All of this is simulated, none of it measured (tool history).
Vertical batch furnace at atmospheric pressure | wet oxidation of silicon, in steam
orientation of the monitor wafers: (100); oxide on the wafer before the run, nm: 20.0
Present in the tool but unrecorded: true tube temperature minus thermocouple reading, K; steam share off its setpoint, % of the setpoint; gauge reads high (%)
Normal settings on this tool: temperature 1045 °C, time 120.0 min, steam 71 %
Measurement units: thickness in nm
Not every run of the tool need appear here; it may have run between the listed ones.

| run | hour | temperature | time | steam | wafers since the last listed run | hours since the last temperature calibration | hours since the steam generator was serviced | hours since the gauge calibration | read-back reference wafer on the same gauge, thickness | thickness |
|---|---|---|---|---|---|---|---|---|---|---|
| 1 | 0.0 | 1057 | 120.0 | 71 | 0 | 2784.3 | 3547.8 | 340.1 | 639.15 | 705.10 |
| 2 | 90.7 | 1057 | 120.0 | 71 | 1293 | 2875.0 | 3638.5 | 430.8 | 636.78 | 705.06 |
| 3 | 110.1 | 1045 | 120.0 | 71 | 276 | 2894.4 | 3657.9 | 450.2 | 635.95 | 663.62 |
| 4 | 123.7 | 1045 | 120.0 | 71 | 193 | 2908.0 | 3671.5 | 463.8 | 635.95 | 665.43 |
| 5 | 145.4 | 1045 | 120.0 | 71 | 309 | 2929.7 | 3693.2 | 485.5 | 635.70 | 663.66 |
|  | 197.2 | thermocouples replaced and temperature profile calibrated |
| 6 | 197.7 | 1045 | 120.0 | 71 | 403 | 0.5 | 3745.5 | 537.8 | 633.91 | 666.11 |
| 7 | 202.6 | 1033 | 120.0 | 71 | 69 | 5.4 | 3750.4 | 542.7 | 633.81 | 626.46 |
| 8 | 213.8 | 1033 | 120.0 | 71 | 159 | 16.6 | 3761.6 | 553.9 | 634.29 | 628.61 |
| 9 | 228.9 | 1033 | 120.0 | 71 | 215 | 31.7 | 3776.7 | 569.0 | 633.63 | 624.93 |
|  | 280.1 | steam generator serviced |
| 10 | 280.6 | 1045 | 120.0 | 71 | 395 | 83.4 | 0.5 | 620.7 | 631.88 | 659.67 |
| 11 | 287.5 | 1061 | 158.0 | 61 | 98 | 90.3 | 7.4 | 627.6 | 631.62 | 765.18 |
| 12 | 312.7 | 1052 | 162.5 | 80 | 359 | 115.5 | 32.6 | 652.8 | 631.25 | 865.64 |
|  | 333.0 | gauge calibrated |
| 13 | 346.2 | 1045 | 120.0 | 71 | 477 | 149.0 | 66.1 | 13.2 | 648.01 | 679.20 |
| 14 | 448.3 | 1020 | 120.0 | 71 | 1456 | 251.1 | 168.2 | 115.3 | 644.60 | 591.26 |
| 15 | 472.7 | 1054 | 120.0 | 82 | 348 | 275.5 | 192.6 | 139.7 | 644.07 | 762.94 |
| 16 | 500.0 | 1045 | 79.0 | 71 | 389 | 302.8 | 219.9 | 167.0 | 643.63 | 524.81 |
| 17 | 520.1 | 1045 | 94.0 | 75 | 286 | 322.9 | 240.0 | 187.1 | 643.04 | 601.64 |
| 18 | 553.1 | 1063 | 104.5 | 75 | 470 | 355.9 | 273.0 | 220.1 | 642.51 | 692.99 |
| 19 | 567.0 | 1045 | 120.0 | 71 | 198 | 369.8 | 286.9 | 234.0 | 641.76 | 672.78 |
| 20 | 586.2 | 1023 | 173.0 | 60 | 273 | 389.0 | 306.1 | 253.2 | 641.16 | 678.04 |

State the hidden condition of the tool at each of the runs:
true tube temperature minus thermocouple reading, K: 0 in every run
steam share off its setpoint, % of the setpoint: 0 in every run
H1: gauge reads high (%)
| run | H1 |
|---|---|
| 1 | -1.67 |
| 2 | -2.03 |
| 3 | -2.11 |
| 4 | -2.16 |
| 5 | -2.25 |
| 6 | -2.46 |
| 7 | -2.48 |
| 8 | -2.52 |
| 9 | -2.58 |
| 10 | -2.79 |
| 11 | -2.82 |
| 12 | -2.92 |
| 13 | -0.334 |
| 14 | -0.742 |
| 15 | -0.84 |
| 16 | -0.949 |
| 17 | -1.03 |
| 18 | -1.16 |
| 19 | -1.22 |
| 20 | -1.29 |
